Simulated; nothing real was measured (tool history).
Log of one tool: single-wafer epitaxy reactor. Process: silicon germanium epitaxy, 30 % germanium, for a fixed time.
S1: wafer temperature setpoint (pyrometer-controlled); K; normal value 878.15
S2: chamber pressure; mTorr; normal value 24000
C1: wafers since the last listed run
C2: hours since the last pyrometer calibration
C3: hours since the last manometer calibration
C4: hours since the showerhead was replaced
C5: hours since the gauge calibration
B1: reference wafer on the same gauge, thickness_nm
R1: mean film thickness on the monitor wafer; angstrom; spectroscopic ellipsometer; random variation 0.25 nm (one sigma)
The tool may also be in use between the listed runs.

run,hour,S1,S2,C1,C2,C3,C4,C5,B1,R1
1,0,878.15,24000,0,2168.6,2327.1,6384.4,519.2,56.343,661.25
2,50.9,878.15,24000,509,2219.5,2378,6435.3,570.1,56.397,660.99
3,90.7,878.15,26000,398,2259.3,2417.8,6475.1,609.9,56.346,686.55
4,134.4,878.15,26000,437,2303,2461.5,6518.8,653.6,56.412,682.4
5,198.7,869.15,24000,643,2367.3,2525.8,6583.1,717.9,56.414,560.38
6,263.8,869.15,24000,651,2432.4,2590.9,6648.2,783,56.372,556.9
7,288,869.15,24000,242,2456.6,2615.1,6672.4,807.2,56.421,553.81
8,315.4,870.15,20600,274,2484,2642.5,6699.8,834.6,56.376,526.36
9,377.6,870.15,20600,622,2546.2,2704.7,6762,896.8,56.39,528.78
# hour 379.4: gauge calibrated
10,434.4,870.15,20600,568,2603,2761.5,6818.8,55,56.373,527.89
11,495.7,874.15,29800,613,2664.3,2822.8,6880.1,116.3,56.403,674.3
12,522.4,891.15,28800,267,2691,2849.5,6906.8,143,56.476,910.67
13,564.9,892.15,24000,425,2733.5,2892,6949.3,185.5,56.374,848.72
14,594.7,865.15,19800,298,2763.3,2921.8,6979.1,215.3,56.364,465.76
# hour 621.9: pyrometer calibrated
15,625.7,878.15,24000,230,3.8,2952.8,7010.1,246.3,56.45,657
# hour 691: showerhead replaced
16,691.5,890.15,24000,578,69.6,3018.6,0.5,312.1,56.381,816.18
# hour 714.2: capacitance manometer re-zeroed and calibrated
17,717.4,870.15,20600,179,95.5,3.2,26.4,338,56.367,541.84
18,764.8,887.15,22300,474,142.9,50.6,73.8,385.4,56.392,778.31
19,820.1,878.15,28800,553,198.2,105.9,129.1,440.7,56.429,740.36
20,878.5,886.15,24000,584,256.6,164.3,187.5,499.1,56.469,792.37
21,924.5,878.15,24000,460,302.6,210.3,233.5,545.1,56.436,678.36

Below, some changes in R1 between adjacent runs. For each, the amount present without the hidden state too (settings, incoming material, random variation) and the amount remaining for the hidden state with gauge scatter not shared by both compared results:
Hidden state at play: wafer temperature above the value expected at the setpoint (K); true pressure above the setpoint (%); gauge reads high (%).
Run 13 -> 14: S1 892.15 -> 865.15, S2 24000 -> 19800. R1 -382.96 angstrom: hidden state +18.45, all else -401.41.
Run 16 -> 17: S1 890.15 -> 870.15, S2 24000 -> 20600, capacitance manometer re-zeroed and calibrated. R1 -274.34 angstrom: hidden state +33.95, all else -308.29.
